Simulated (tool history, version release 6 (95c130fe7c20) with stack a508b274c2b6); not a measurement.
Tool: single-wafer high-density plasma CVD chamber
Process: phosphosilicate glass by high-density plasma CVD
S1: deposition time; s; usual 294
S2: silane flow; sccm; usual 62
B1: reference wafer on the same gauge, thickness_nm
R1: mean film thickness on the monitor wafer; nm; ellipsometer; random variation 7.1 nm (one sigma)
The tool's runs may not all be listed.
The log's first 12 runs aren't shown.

{"run": 13, "hour": 153.5, "S1": 294, "S2": 62, "B1": 1831.65, "R1": 1951.688}
{"run": 14, "hour": 167.7, "S1": 294, "S2": 62, "B1": 1829.529, "R1": 1957.957}
{"hour": 180.0, "done": "silane flow controller replaced"}
{"run": 15, "hour": 190.2, "S1": 294, "S2": 62, "B1": 1828.874, "R1": 1995.982}
{"run": 16, "hour": 199.3, "S1": 294, "S2": 62, "B1": 1832.013, "R1": 2002.78}
{"run": 17, "hour": 206.5, "S1": 294, "S2": 62, "B1": 1831.32, "R1": 2008.102}
{"run": 18, "hour": 220.3, "S1": 317, "S2": 62, "B1": 1831.788, "R1": 2167.492}
{"run": 19, "hour": 227.1, "S1": 317, "S2": 62, "B1": 1830.182, "R1": 2177.965}
{"run": 20, "hour": 235.2, "S1": 317, "S2": 62, "B1": 1830.691, "R1": 2167.542}
{"run": 21, "hour": 241.4, "S1": 294, "S2": 69, "B1": 1827.231, "R1": 2244.359}
{"run": 22, "hour": 248.9, "S1": 294, "S2": 69, "B1": 1827.377, "R1": 2239.409}
{"run": 23, "hour": 257.7, "S1": 294, "S2": 50, "B1": 1829.301, "R1": 1626.599}
{"run": 24, "hour": 268.8, "S1": 331, "S2": 74, "B1": 1827.588, "R1": 2715.391}
{"hour": 295.2, "done": "silane flow controller replaced, repeated, since the last time left the tool worse"}
{"run": 25, "hour": 298.1, "S1": 260, "S2": 69, "B1": 1828.62, "R1": 1850.079}
{"run": 26, "hour": 308.6, "S1": 294, "S2": 62, "B1": 1828.68, "R1": 1893.15}
{"run": 27, "hour": 317.3, "S1": 294, "S2": 62, "B1": 1831.981, "R1": 1880.578}
{"run": 28, "hour": 324.2, "S1": 247, "S2": 68, "B1": 1827.173, "R1": 1729.117}
{"run": 29, "hour": 330.9, "S1": 257, "S2": 70, "B1": 1829.213, "R1": 1859.134}
{"run": 30, "hour": 340.1, "S1": 322, "S2": 66, "B1": 1827.062, "R1": 2189.266}
{"run": 31, "hour": 349.8, "S1": 247, "S2": 52, "B1": 1832.151, "R1": 1333.121}
{"run": 32, "hour": 362.0, "S1": 247, "S2": 71, "B1": 1832.414, "R1": 1808.512}
{"hour": 374.0, "done": "gauge calibrated"}
{"run": 33, "hour": 375.3, "S1": 252, "S2": 66, "B1": 1829.461, "R1": 1725.639}

Forecast run 34:
{"run": 34, "hour": 382.6, "S1": 294, "S2": 53, "B1": "?", "R1": "?"}

{"run 34": {"B1": 1828.341, "R1": 1610.038}}
Without the tool's hidden state the same run would have given R1 1596.381 nm.

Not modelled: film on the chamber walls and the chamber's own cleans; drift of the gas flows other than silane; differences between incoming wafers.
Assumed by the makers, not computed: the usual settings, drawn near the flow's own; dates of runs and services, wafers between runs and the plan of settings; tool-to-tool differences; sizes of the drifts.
